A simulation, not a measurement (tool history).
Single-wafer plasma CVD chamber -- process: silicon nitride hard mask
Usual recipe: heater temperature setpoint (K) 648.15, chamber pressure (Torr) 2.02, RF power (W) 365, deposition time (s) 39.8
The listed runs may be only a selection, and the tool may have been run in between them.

run,day,heater temperature setpoint (K),chamber pressure (Torr),RF power (W),deposition time (s),"read-back reference wafer on the same gauge, thickness_nm",mean film thickness on the monitor wafer (nm)
1,0,648.15,2.24,365,39.8,52.594,57.508
2,3.008,648.15,2.24,365,39.8,52.81,58.003
3,4.896,648.15,2.02,365,45.3,52.865,63.836
4,7.738,648.15,2.02,365,45.3,53.027,63.753
5,11.458,648.15,2.02,365,45.3,53.21,63.59
6,14.008,642.15,2.02,365,34.3,53.294,48.236
7,16.958,648.15,2.02,365,39.8,53.468,55.683
# day 19.575: capacitance manometer re-zeroed and calibrated
# day 19.717: RF generator calibrated
# day 20.633: showerhead replaced
8,20.654,648.15,2.02,365,39.8,53.611,56.142
# day 22.1: gauge calibrated
9,22.304,638.15,2.02,365,39.8,52.454,54.986
# day 23.617: thermocouple changed; heater temperature recalibrated
10,24.942,648.15,2.28,365,33.5,52.519,49.016
11,28.142,640.15,1.52,425,39.8,52.674,55.113
12,29.717,648.15,2.02,320,37.3,52.762,44.93
13,31.854,648.15,2.02,365,39.8,52.901,55.436
14,36.342,654.15,2.36,365,43.3,53.09,63.882
15,39.975,648.15,2.02,340,47.4,53.263,62.312
16,42.346,648.15,2.02,365,39.8,53.343,55.979
17,45.471,648.15,2.02,365,39.8,53.505,55.691
18,49.792,648.15,2.02,395,39.8,53.694,60.715

5 options for the next run, each taken on its own from the tool as it stands now. Forecast them:
A,49.808,648.15,2.02,410,39.8,?,?
B,49.808,644.15,1.77,365,43.2,?,?
C,49.808,659.15,2.02,405,39.8,?,?
D,49.808,638.15,1.83,395,32.2,?,?
E,49.808,639.15,2.24,365,34,?,?

run,"read-back reference wafer on the same gauge, thickness_nm",mean film thickness on the monitor wafer (nm)
A,53.775,62.702
B,53.775,57.763
C,53.775,61.805
D,53.775,47.18
E,53.775,50.462
Take away the tool's hidden state, keep each run's random variation, and the runs would have read:
run,mean film thickness on the monitor wafer (nm)
A,61.229
B,56.406
C,60.353
D,46.071
E,49.276
